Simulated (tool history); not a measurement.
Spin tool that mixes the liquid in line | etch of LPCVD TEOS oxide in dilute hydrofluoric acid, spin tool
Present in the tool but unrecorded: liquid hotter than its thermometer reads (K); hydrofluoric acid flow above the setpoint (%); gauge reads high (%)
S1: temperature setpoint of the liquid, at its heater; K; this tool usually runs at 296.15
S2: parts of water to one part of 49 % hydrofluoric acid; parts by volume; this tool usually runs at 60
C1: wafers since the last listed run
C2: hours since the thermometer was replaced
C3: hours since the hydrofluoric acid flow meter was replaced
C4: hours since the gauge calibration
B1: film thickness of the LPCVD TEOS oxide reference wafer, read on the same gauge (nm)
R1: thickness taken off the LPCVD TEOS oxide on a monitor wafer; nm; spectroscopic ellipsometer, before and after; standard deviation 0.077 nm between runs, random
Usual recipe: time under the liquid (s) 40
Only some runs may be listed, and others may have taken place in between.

Run 1, hour 0: usual settings; C1 0; C2 1575.8; C3 706.4; C4 943.8; B1 119.99. Result: R1 15.9 nm.
Run 2, hour 16.6: usual settings but S2 35 parts by volume; C1 152; C2 1592.4; C3 723; C4 960.4; B1 119.99. Result: R1 28.08 nm.
Run 3, hour 36: usual settings but S2 35 parts by volume; C1 178; C2 1611.8; C3 742.4; C4 979.8; B1 119.99. Result: R1 28.22 nm.
Run 4, hour 68.5: usual settings but S2 35 parts by volume; C1 299; C2 1644.3; C3 774.9; C4 1012.3; B1 120.01. Result: R1 28.27 nm.
Run 5, hour 90.2: usual settings but S2 80 parts by volume; C1 199; C2 1666; C3 796.6; C4 1034; B1 119.95. Result: R1 11.68 nm.
Run 6, hour 109.3: usual settings but S2 80 parts by volume; C1 175; C2 1685.1; C3 815.7; C4 1053.1; B1 120.03. Result: R1 11.62 nm.
Run 7, hour 131.4: usual settings but S2 80 parts by volume; C1 203; C2 1707.2; C3 837.8; C4 1075.2; B1 120.01. Result: R1 11.63 nm.
Run 8, hour 165.4: usual settings; C1 313; C2 1741.2; C3 871.8; C4 1109.2; B1 119.96. Result: R1 15.93 nm.
At hour 180.8: hydrofluoric acid flow meter replaced.
Run 9, hour 181.4: usual settings but time under the liquid (s) 20; C1 138; C2 1757.2; C3 0.6; C4 1125.2; B1 119.99. Result: R1 8.01 nm.
Run 10, hour 214.1: usual settings but S1 298.65 K, S2 75 parts by volume, time under the liquid (s) 30; C1 301; C2 1789.9; C3 33.3; C4 1157.9; B1 120.04. Result: R1 10.35 nm.
Run 11, hour 244.6: usual settings but time under the liquid (s) 20; C1 280; C2 1820.4; C3 63.8; C4 1188.4; B1 120.05. Result: R1 7.99 nm.
Run 12, hour 276.2: usual settings but S2 80 parts by volume; C1 291; C2 1852; C3 95.4; C4 1220; B1 120.02. Result: R1 11.81 nm.
At hour 290.9: thermometer replaced.
Run 13, hour 305.6: usual settings but S1 291.65 K, S2 35 parts by volume, time under the liquid (s) 30; C1 261; C2 14.7; C3 124.8; C4 1249.4; B1 120.04. Result: R1 16.29 nm.
Run 14, hour 320.4: usual settings; C1 136; C2 29.5; C3 139.6; C4 1264.2; B1 119.98. Result: R1 14.92 nm.
Run 15, hour 345: usual settings but S1 292.15 K, time under the liquid (s) 15; C1 226; C2 54.1; C3 164.2; C4 1288.8; B1 119.99. Result: R1 4.74 nm.
At hour 373.8: gauge calibrated.
Run 16, hour 377.2: usual settings but S2 45 parts by volume, time under the liquid (s) 60; C1 296; C2 86.3; C3 196.4; C4 3.4; B1 119.96. Result: R1 30.5 nm.
Run 17, hour 402.3: usual settings but S1 292.15 K, time under the liquid (s) 55; C1 231; C2 111.4; C3 221.5; C4 28.5; B1 120.04. Result: R1 17.5 nm.
Run 18, hour 431.2: usual settings; C1 266; C2 140.3; C3 250.4; C4 57.4; B1 119.98. Result: R1 15.02 nm.
Run 19, hour 449: usual settings but S1 292.15 K, time under the liquid (s) 50; C1 163; C2 158.1; C3 268.2; C4 75.2; B1 120. Result: R1 15.93 nm.
Run 20, hour 472.3: usual settings but S1 294.65 K, time under the liquid (s) 20; C1 214; C2 181.4; C3 291.5; C4 98.5; B1 120. Result: R1 7.04 nm.
Run 21, hour 492.9: usual settings but S1 300.65 K, S2 35 parts by volume; C1 189; C2 202; C3 312.1; C4 119.1; B1 119.99. Result: R1 32.09 nm.
Run 22, hour 522.1: usual settings but S2 35 parts by volume, time under the liquid (s) 30; C1 268; C2 231.2; C3 341.3; C4 148.3; B1 120.01. Result: R1 20.04 nm.
Run 23, hour 535.7: usual settings but S1 300.15 K, S2 90 parts by volume, time under the liquid (s) 50; C1 125; C2 244.8; C3 354.9; C4 161.9; B1 119.98. Result: R1 14.1 nm.
Run 24, hour 549.9: usual settings but S1 299.15 K, S2 45 parts by volume, time under the liquid (s) 15; C1 130; C2 259; C3 369.1; C4 176.1; B1 119.97. Result: R1 8.6 nm.
Run 25, hour 580.8: usual settings but S1 298.15 K, S2 40 parts by volume, time under the liquid (s) 20; C1 284; C2 289.9; C3 400; C4 207; B1 119.97. Result: R1 12.76 nm.
Run 26, hour 597.4: usual settings; C1 152; C2 306.5; C3 416.6; C4 223.6; B1 120. Result: R1 15.08 nm.
Run 27, hour 615.4: usual settings but S1 293.65 K, S2 70 parts by volume; C1 165; C2 324.5; C3 434.6; C4 241.6; B1 119.99. Result: R1 11.55 nm.
Run 28, hour 651.3: usual settings; C1 330; C2 360.4; C3 470.5; C4 277.5; B1 119.99. Result: R1 15.14 nm.
Run 29, hour 684.1: usual settings but S1 300.15 K, time under the liquid (s) 30; C1 302; C2 393.2; C3 503.3; C4 310.3; B1 119.99. Result: R1 13.34 nm.
Run 30, hour 698.7: usual settings; C1 134; C2 407.8; C3 517.9; C4 324.9; B1 120.02. Result: R1 15.17 nm.
Run 31, hour 711.2: usual settings but S1 298.15 K, S2 70 parts by volume, time under the liquid (s) 65; C1 115; C2 420.3; C3 530.4; C4 337.4; B1 119.99. Result: R1 22.43 nm.
Run 32, hour 733: usual settings; C1 200; C2 442.1; C3 552.2; C4 359.2; B1 119.99. Result: R1 15.25 nm.

Below, some changes in R1 between adjacent runs. For each, the amount present without the hidden state too (settings, incoming material, random variation) and the amount remaining for the hidden state with gauge scatter not shared by both compared results:
Run 1 -> 2: S2 60 -> 35. R1 +12.18 nm: hidden state +0.83, all else +11.35.
Run 4 -> 5: S2 35 -> 80. R1 -16.59 nm: hidden state -1.15, all else -15.44.
Run 12 -> 13: S1 296.15 -> 291.65, S2 80 -> 35, time under the liquid (s) 40 -> 30, thermometer replaced. R1 +4.48 nm: hidden state -0.83, all else +5.31.
Run 15 -> 16: S1 292.15 -> 296.15, S2 60 -> 45, time under the liquid (s) 15 -> 60, gauge calibrated. R1 +25.76 nm: hidden state +0.12, all else +25.64.
Run 20 -> 21: S1 294.65 -> 300.65, S2 60 -> 35, time under the liquid (s) 20 -> 40. R1 +25.05 nm: hidden state +0.24, all else +24.81.
